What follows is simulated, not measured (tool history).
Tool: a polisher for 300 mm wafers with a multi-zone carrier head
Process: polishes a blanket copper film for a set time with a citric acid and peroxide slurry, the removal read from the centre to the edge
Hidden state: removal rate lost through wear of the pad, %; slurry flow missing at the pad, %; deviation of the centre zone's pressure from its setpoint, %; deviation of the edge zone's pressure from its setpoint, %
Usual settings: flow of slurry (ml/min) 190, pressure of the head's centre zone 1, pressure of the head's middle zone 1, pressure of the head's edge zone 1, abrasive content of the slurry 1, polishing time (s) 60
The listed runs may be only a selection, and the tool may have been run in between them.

run	hour	flow of slurry (ml/min)	pressure of the head's centre zone	pressure of the head's middle zone	pressure of the head's edge zone	abrasive content of the slurry	polishing time (s)	wafers since the last listed run	wafers polished on this pad	hours since the slurry nozzle was cleaned	hours since the centre zone pressure was calibrated	hours since the edge zone pressure was calibrated	hours since the carrier head's membrane was replaced	incoming thickness of the incoming film, nm	film removed at the wafer's centre (angstrom)	film removed at mid-radius (angstrom)	film removed at the wafer's edge (angstrom)
1	0	190	1.04	1	1	1	60	0	380	384.4	893	851.3	1550.7	746.4	1816	1707	1744
2	25.4	190	1.04	1	1	1	60	236	616	409.8	918.4	876.7	1576.1	744.2	1800	1713	1767
3	40.7	190	1	1.05	1	1	60	142	758	425.1	933.7	892	1591.4	743.7	1739	1779	1783
4	58.1	190	1	1.05	1	1	60	161	920	442.5	951.1	909.4	1608.8	740.9	1735	1748	1699
# hour 67.2: worn pad replaced by a new one
5	80.8	190	1	1	1	1	60	173	126	465.2	973.8	932.1	1631.5	748.8	1741	1744	1800
6	106	190	0.96	1	1	1	60	234	360	490.4	999	957.3	1656.7	753	1641	1713	1695
7	126.9	190	1	1	0.95	1	60	194	555	511.3	1019.9	978.2	1677.6	735.8	1714	1722	1787
# hour 174.1: worn pad replaced by a new one
# hour 178.2: carrier head's membrane replaced by a new one
# hour 216: slurry nozzle cleaned
8	221.6	190	1	1	0.95	1	60	795	394	5.6	1114.6	1072.9	43.4	740.8	1787	1791	1817
# hour 255.6: centre zone pressure recalibrated
9	256.1	190	1	1	1	1	60	302	696	40.1	0.5	1107.4	77.9	747.4	1801	1714	1780
# hour 271.9: edge zone pressure recalibrated
# hour 291.3: worn pad replaced by a new one
10	297.3	190	0.93	1	1	1	60	327	56	81.3	41.7	25.4	119.1	743	1657	1783	1802
11	318.1	190	1	1	1	1	60	193	249	102.1	62.5	46.2	139.9	747.4	1780	1751	1848
12	342.5	190	0.9	1	1.12	1	60	226	476	126.5	86.9	70.6	164.3	757.9	1586	1743	1877
13	373.6	190	1	1.07	1.05	1	47	289	765	157.6	118	101.7	195.4	764.5	1371	1426	1415
# hour 397.9: worn pad replaced by a new one
14	406.4	125	1	0.96	1	1	60	267	79	190.4	150.8	134.5	228.2	759	1595	1520	1644
15	421.3	190	1	1	1	1	60	138	218	205.3	165.7	149.4	243.1	761.3	1784	1737	1760
16	433.7	210	0.94	1	1.11	0.9	60	115	333	217.7	178.1	161.8	255.5	747.5	1632	1723	1837
17	468	190	1	1	1	1	60	318	652	252	212.4	196.1	289.8	754.8	1771	1696	1813
18	503.6	190	1	0.91	1	1	60	331	983	287.6	248	231.7	325.4	753.5	1778	1640	1782
# hour 514.9: worn pad replaced by a new one
19	519.4	190	1	1	1	1	60	109	41	303.4	263.8	247.5	341.2	744.5	1731	1716	1715

Below are 3 alternative next runs, each starting from the tool's condition after run 19. Predict each:
A	519.8	190	1	1	1	1	60	3	45	303.8	264.2	247.9	341.6	759.8	?	?	?
B	519.8	230	0.89	1	1	1.25	43	3	45	303.8	264.2	247.9	341.6	759.8	?	?	?
C	519.8	190	1	1.07	1	1	60	3	45	303.8	264.2	247.9	341.6	759.8	?	?	?

run	film removed at the wafer's centre (angstrom)	film removed at mid-radius (angstrom)	film removed at the wafer's edge (angstrom)
A	1753	1734	1820
B	1218	1350	1404
C	1754	1812	1818
The same runs, with their run-to-run variation unchanged, on a tool lacking any hidden condition would have given:
run	film removed at the wafer's centre (angstrom)	film removed at mid-radius (angstrom)	film removed at the wafer's edge (angstrom)
A	1798	1774	1850
B	1243	1376	1424
C	1799	1853	1849

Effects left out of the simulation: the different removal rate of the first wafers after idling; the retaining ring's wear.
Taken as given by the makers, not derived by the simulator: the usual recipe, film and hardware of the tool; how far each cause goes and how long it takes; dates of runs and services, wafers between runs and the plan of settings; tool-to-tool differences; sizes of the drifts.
